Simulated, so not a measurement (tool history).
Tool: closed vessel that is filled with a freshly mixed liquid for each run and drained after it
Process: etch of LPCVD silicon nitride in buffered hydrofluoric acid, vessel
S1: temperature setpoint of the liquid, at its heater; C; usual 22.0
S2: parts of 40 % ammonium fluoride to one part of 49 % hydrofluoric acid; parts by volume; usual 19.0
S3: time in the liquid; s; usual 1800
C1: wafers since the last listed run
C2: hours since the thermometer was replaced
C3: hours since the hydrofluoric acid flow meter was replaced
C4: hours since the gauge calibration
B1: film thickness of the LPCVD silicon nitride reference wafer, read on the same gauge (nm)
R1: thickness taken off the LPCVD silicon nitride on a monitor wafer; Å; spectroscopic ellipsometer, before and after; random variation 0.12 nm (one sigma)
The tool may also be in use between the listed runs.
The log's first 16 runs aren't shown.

run,hour,S1,S2,S3,C1,C2,C3,C4,B1,R1
17,849.9,18.5,23.0,1470,2115,2428.9,1413.6,138.5,109.97,87.5
# hour 852.1: thermometer replaced
18,877.4,17.0,19.0,1800,1315,25.3,1441.1,166.0,110.00,108.7
# hour 1009.2: hydrofluoric acid flow meter replaced
19,1036.1,22.0,16.5,2510,7830,184.0,26.9,324.7,109.98,221.1
20,1066.8,18.5,23.0,1470,1524,214.7,57.6,355.4,110.00,78.7
21,1128.1,23.5,13.5,800,3043,276.0,118.9,416.7,110.04,93.5
22,1174.5,22.0,19.0,1800,2304,322.4,165.3,463.1,109.99,135.8
23,1226.7,22.0,24.5,2425,2592,374.6,217.5,515.3,110.02,154.6
24,1283.4,22.0,24.0,2725,2815,431.3,274.2,572.0,109.96,174.5
25,1340.4,20.0,15.0,2540,2830,488.3,331.2,629.0,109.98,223.0
26,1375.0,22.0,19.0,1800,1718,522.9,365.8,663.6,110.00,140.0
27,1412.6,20.0,26.5,940,1867,560.5,403.4,701.2,109.99,50.9
28,1437.2,20.0,11.5,1330,1221,585.1,428.0,725.8,109.99,154.3
29,1501.2,26.0,13.5,2440,3177,649.1,492.0,789.8,109.99,335.1
30,1537.0,23.5,21.5,1800,1777,684.9,527.8,825.6,110.01,138.1
31,1567.3,22.0,22.5,1800,1504,715.2,558.1,855.9,109.98,126.2
32,1639.2,22.0,21.0,1280,3570,787.1,630.0,927.8,110.02,92.6

Forecast each of these 3 alternatives for the next run:
A,1640.4,22.0,13.5,1800,59,788.3,631.2,929.0,?,?
B,1640.4,26.0,15.0,1800,59,788.3,631.2,929.0,?,?
C,1640.4,25.5,19.0,1485,59,788.3,631.2,929.0,?,?

run,B1,R1
A,110.00,201.3
B,110.00,225.4
C,110.00,143.5
Without the tool's hidden state the same runs would have given:
run,R1
A,184.3
B,206.8
C,131.6
